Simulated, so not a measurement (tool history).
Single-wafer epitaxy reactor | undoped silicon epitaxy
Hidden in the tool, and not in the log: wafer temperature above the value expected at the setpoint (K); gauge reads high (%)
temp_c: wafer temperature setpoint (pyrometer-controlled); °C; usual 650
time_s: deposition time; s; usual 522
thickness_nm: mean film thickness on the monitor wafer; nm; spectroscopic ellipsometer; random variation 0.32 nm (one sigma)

run	day	temp_c	time_s	wafers since the last listed run	hours since the last pyrometer calibration	hours since the gauge calibration	read-back reference wafer on the same gauge, thickness_nm	thickness_nm
1	0	650	522	0	361.2	270.7	105.858	86.579
2	1.871	650	522	169	406.1	315.6	105.981	86.045
3	2.883	650	522	91	430.4	339.9	105.929	86.714
4	5.008	650	463	192	481.4	390.9	105.899	76.303
5	6.6	650	463	144	519.6	429.1	105.876	76.318
6	8.921	650	463	210	575.3	484.8	105.984	76.531
7	11.821	650	522	263	644.9	554.4	105.9	85.967
8	12.933	650	522	100	671.6	581.1	105.943	85.103
# day 14.162: gauge calibrated
9	14.7	650	522	160	714	12.9	105.916	84.867
10	16.542	650	522	167	758.2	57.1	105.939	85.918
11	18.05	664	601	136	794.4	93.3	105.946	138.759
12	19.217	645	565	105	822.4	121.3	105.852	81.441
13	20.712	640	522	135	858.3	157.2	105.841	66.098
14	22.525	643	438	164	901.8	200.7	105.784	59.432
# day 30.242: pyrometer calibrated
15	31.096	650	522	747	20.5	406.4	105.958	89.185
16	32.133	645	565	94	45.4	431.3	105.988	85.427
17	34.104	657	592	178	92.7	478.6	105.834	120.191
18	36.512	650	522	218	150.5	536.4	105.959	88.401
19	38.421	642	572	173	196.3	582.2	106.127	79.18
# day 38.808: gauge calibrated
20	41.267	656	465	258	264.6	59	105.874	89.939

5 ways to go on from here, each from the tool as it stands after run 20. What would each give?
A	41.288	650	522	1	265.1	59.5	?	?
B	41.288	650	425	1	265.1	59.5	?	?
C	41.288	658	560	1	265.1	59.5	?	?
D	41.288	641	599	1	265.1	59.5	?	?
E	41.288	661	461	1	265.1	59.5	?	?

run	read-back reference wafer on the same gauge, thickness_nm	thickness_nm
A	105.758	87.804
B	105.758	71.488
C	105.758	114.731
D	105.758	80.327
E	105.758	101.597
Without the tool's hidden state the same runs would have given:
run	thickness_nm
A	89.888
B	73.185
C	117.401
D	82.278
E	103.944
